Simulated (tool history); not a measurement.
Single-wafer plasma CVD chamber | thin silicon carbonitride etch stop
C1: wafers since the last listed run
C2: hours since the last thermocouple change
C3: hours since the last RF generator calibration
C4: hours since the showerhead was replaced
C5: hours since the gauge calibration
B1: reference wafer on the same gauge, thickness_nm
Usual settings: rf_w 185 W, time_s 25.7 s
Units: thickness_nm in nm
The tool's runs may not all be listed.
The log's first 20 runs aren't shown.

{"run": 21, "hour": 1517.6, "rf_w": 220, "time_s": 29.8, "C1": 1890, "C2": 833.7, "C3": 778.3, "C4": 582.5, "C5": 293.2, "B1": 12.236, "thickness_nm": 17.274}
{"run": 22, "hour": 1617.9, "rf_w": 185, "time_s": 22.2, "C1": 2709, "C2": 934, "C3": 878.6, "C4": 682.8, "C5": 393.5, "B1": 12.251, "thickness_nm": 12.096}
{"run": 23, "hour": 1691.7, "rf_w": 185, "time_s": 25.7, "C1": 1993, "C2": 1007.8, "C3": 952.4, "C4": 756.6, "C5": 467.3, "B1": 12.269, "thickness_nm": 14.124}
{"run": 24, "hour": 1772.0, "rf_w": 200, "time_s": 21.3, "C1": 2169, "C2": 1088.1, "C3": 1032.7, "C4": 836.9, "C5": 547.6, "B1": 12.269, "thickness_nm": 11.985}
{"run": 25, "hour": 1870.3, "rf_w": 185, "time_s": 25.7, "C1": 2655, "C2": 1186.4, "C3": 1131, "C4": 935.2, "C5": 645.9, "B1": 12.3, "thickness_nm": 14.142}
{"run": 26, "hour": 1956.9, "rf_w": 185, "time_s": 21.1, "C1": 2339, "C2": 1273, "C3": 1217.6, "C4": 1021.8, "C5": 732.5, "B1": 12.288, "thickness_nm": 11.593}
{"run": 27, "hour": 2051.8, "rf_w": 185, "time_s": 28.9, "C1": 2563, "C2": 1367.9, "C3": 1312.5, "C4": 1116.7, "C5": 827.4, "B1": 12.307, "thickness_nm": 15.806}
{"run": 28, "hour": 2108.8, "rf_w": 210, "time_s": 21.8, "C1": 1539, "C2": 1424.9, "C3": 1369.5, "C4": 1173.7, "C5": 884.4, "B1": 12.316, "thickness_nm": 12.585}
{"run": 29, "hour": 2177.5, "rf_w": 185, "time_s": 27.6, "C1": 1855, "C2": 1493.6, "C3": 1438.2, "C4": 1242.4, "C5": 953.1, "B1": 12.331, "thickness_nm": 15.196}

Run 30 comes next. What will it give?
{"run": 30, "hour": 2216.2, "rf_w": 220, "time_s": 28.9, "C1": 1045, "C2": 1532.3, "C3": 1476.9, "C4": 1281.1, "C5": 991.8, "B1": "?", "thickness_nm": "?"}

B1: 12.32
thickness_nm: 16.98 nm
Without the tool's hidden state the same run would have given thickness_nm 16.801 nm.
